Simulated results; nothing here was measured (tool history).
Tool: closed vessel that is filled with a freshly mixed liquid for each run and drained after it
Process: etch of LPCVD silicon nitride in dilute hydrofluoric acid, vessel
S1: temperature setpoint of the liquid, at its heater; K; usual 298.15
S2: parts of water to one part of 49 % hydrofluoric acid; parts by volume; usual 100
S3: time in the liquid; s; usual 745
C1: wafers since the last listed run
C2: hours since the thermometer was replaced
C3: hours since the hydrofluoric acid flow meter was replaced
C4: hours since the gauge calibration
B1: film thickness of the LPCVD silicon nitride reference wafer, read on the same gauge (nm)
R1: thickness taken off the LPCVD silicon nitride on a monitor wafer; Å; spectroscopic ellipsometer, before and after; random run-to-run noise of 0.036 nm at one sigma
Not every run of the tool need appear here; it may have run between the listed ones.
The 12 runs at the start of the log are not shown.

run	day	S1	S2	S3	C1	C2	C3	C4	B1	R1
13	49.625	298.15	100	950	3257	244.3	1765.8	1442.9	29.987	47.29
14	52.188	301.15	100	745	5341	305.8	1827.3	1504.4	29.988	46.04
15	54.262	301.15	100	745	4325	355.6	1877.1	1554.2	29.992	46.4
16	57.038	301.15	70	960	5784	422.2	1943.7	1620.8	30.014	85.44
17	60.433	295.65	55	1110	7078	503.7	2025.2	1702.3	29.964	85.72
# day 61.179: hydrofluoric acid flow meter replaced
18	62.104	295.15	100	925	3395	543.8	22.2	1742.4	30.018	39.13
19	65.783	295.65	125	340	7669	632.1	110.5	1830.7	30.004	11.94
20	68.742	298.15	100	745	6166	703.1	181.5	1901.7	29.99	38.82
21	70.308	298.15	100	745	3265	740.7	219.1	1939.3	29.989	38.96
22	72.258	296.65	120	630	4064	787.5	265.9	1986.1	30.023	25.08
23	75.708	298.15	100	745	7191	870.3	348.7	2068.9	30.009	39.2
# day 78.621: gauge calibrated
24	78.658	298.15	100	745	6149	941.1	419.5	0.9	29.987	39.6
25	83.054	293.65	100	1020	9163	1046.6	525	106.4	30.01	40.66
26	86.142	298.15	100	1065	6435	1120.7	599.1	180.5	29.986	57.32
27	90.292	295.15	125	465	8650	1220.3	698.7	280.1	30.017	16.6
28	92.417	302.15	130	485	4429	1271.3	749.7	331.1	29.957	25.7
29	94.396	298.15	55	745	4125	1318.8	797.2	378.6	29.992	72.64
30	98.75	298.15	55	745	9076	1423.3	901.7	483.1	30.041	75.53

Each row is a separate what-if for the run after 30, all from the same tool condition, not one after another. Results?
A	98.788	293.65	100	745	78	1424.2	902.6	484	?	?
B	98.788	296.15	80	745	78	1424.2	902.6	484	?	?
C	98.788	293.65	100	1095	78	1424.2	902.6	484	?	?
D	98.788	298.15	125	885	78	1424.2	902.6	484	?	?
E	98.788	303.15	75	1190	78	1424.2	902.6	484	?	?

run	B1	R1
A	29.989	30.69
B	29.989	45.14
C	29.989	45.1
D	29.989	39.22
E	29.989	120.72
The same runs, with their run-to-run variation unchanged, on a tool lacking any hidden condition would have given:
run	R1
A	27.42
B	40.39
C	40.31
D	35.23
E	108.63
